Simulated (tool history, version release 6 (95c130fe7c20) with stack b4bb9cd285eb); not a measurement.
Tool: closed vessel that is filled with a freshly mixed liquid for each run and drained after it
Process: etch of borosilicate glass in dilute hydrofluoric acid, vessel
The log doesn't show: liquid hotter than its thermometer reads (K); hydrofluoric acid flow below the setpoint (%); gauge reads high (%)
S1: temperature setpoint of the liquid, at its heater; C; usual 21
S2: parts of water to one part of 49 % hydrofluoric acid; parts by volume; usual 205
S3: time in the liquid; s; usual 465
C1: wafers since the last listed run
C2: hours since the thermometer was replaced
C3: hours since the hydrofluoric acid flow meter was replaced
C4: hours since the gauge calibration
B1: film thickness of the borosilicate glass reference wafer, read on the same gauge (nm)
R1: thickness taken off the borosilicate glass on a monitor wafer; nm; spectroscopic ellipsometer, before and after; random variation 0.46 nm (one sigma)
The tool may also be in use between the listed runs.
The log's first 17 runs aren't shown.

run    hour    S1   S2   S3     C1      C2     C3      C4     B1      R1
 18  1289.3    23  205  465   4627   257.5  484.6   198.3  90.01   52.22
 19  1493.4  24.5  175  355  12920   461.6  688.7   402.4  89.98   51.49
     1526.2  -- hydrofluoric acid flow meter replaced
 20  1565.7    21  205  465   4513   533.9   39.5   474.7  89.99   48.91
 21    1771  22.5  285  315  12996   739.2  244.8     680  89.98   23.08
 22  1809.1  23.5  205  700   2411   777.3  282.9   718.1  90.02   79.78
 23  1881.7    21  125  465   4595   849.9  355.5   790.7     90   86.92
 24  1964.5  19.5  155  680   5241   932.7  438.3   873.5  89.99   91.88
 25  2038.4  19.5  260  565   4678  1006.6  512.2   947.4  89.98   42.19
 26  2129.3    19  250  465   5754  1097.5  603.1  1038.3  90.01   35.18
 27  2204.5    25  105  245   4760  1172.7  678.3  1113.5  90.02   64.22
 28  2298.6  24.5  110  465   5956  1266.8  772.4  1207.6     90  113.63
 29  2380.2    21  205  465   5165  1348.4    854  1289.2  89.98   48.57
     2398.9  -- hydrofluoric acid flow meter replaced
 30  2459.2    21  205  465   4937  1427.4   60.3  1368.2  89.97   48.08
 31  2501.9    17  285  305   2703  1470.1    103  1410.9  89.99   18.21
 32  2547.7    21  165  540   2899  1515.9  148.8  1456.7  89.99   72.39

Forecast each of these 5 alternatives for the next run:
  A  2548.5  24.5  205  465  50  1516.7  149.6  1457.5   ?   ?
  B  2548.5    21  110  690  50  1516.7  149.6  1457.5   ?   ?
  C  2548.5    19  205  300  50  1516.7  149.6  1457.5   ?   ?
  D  2548.5    21  155  240  50  1516.7  149.6  1457.5   ?   ?
  E  2548.5    21  295  465  50  1516.7  149.6  1457.5   ?   ?

run     B1     R1
  A  90.02  55.42
  B  90.02  148.7
  C  90.02  29.05
  D  90.02  34.95
  E  90.02  31.01
Without the tool's hidden state the same runs would have given:
run     R1
  A  55.42
  B  148.7
  C  29.05
  D  34.95
  E  31.01
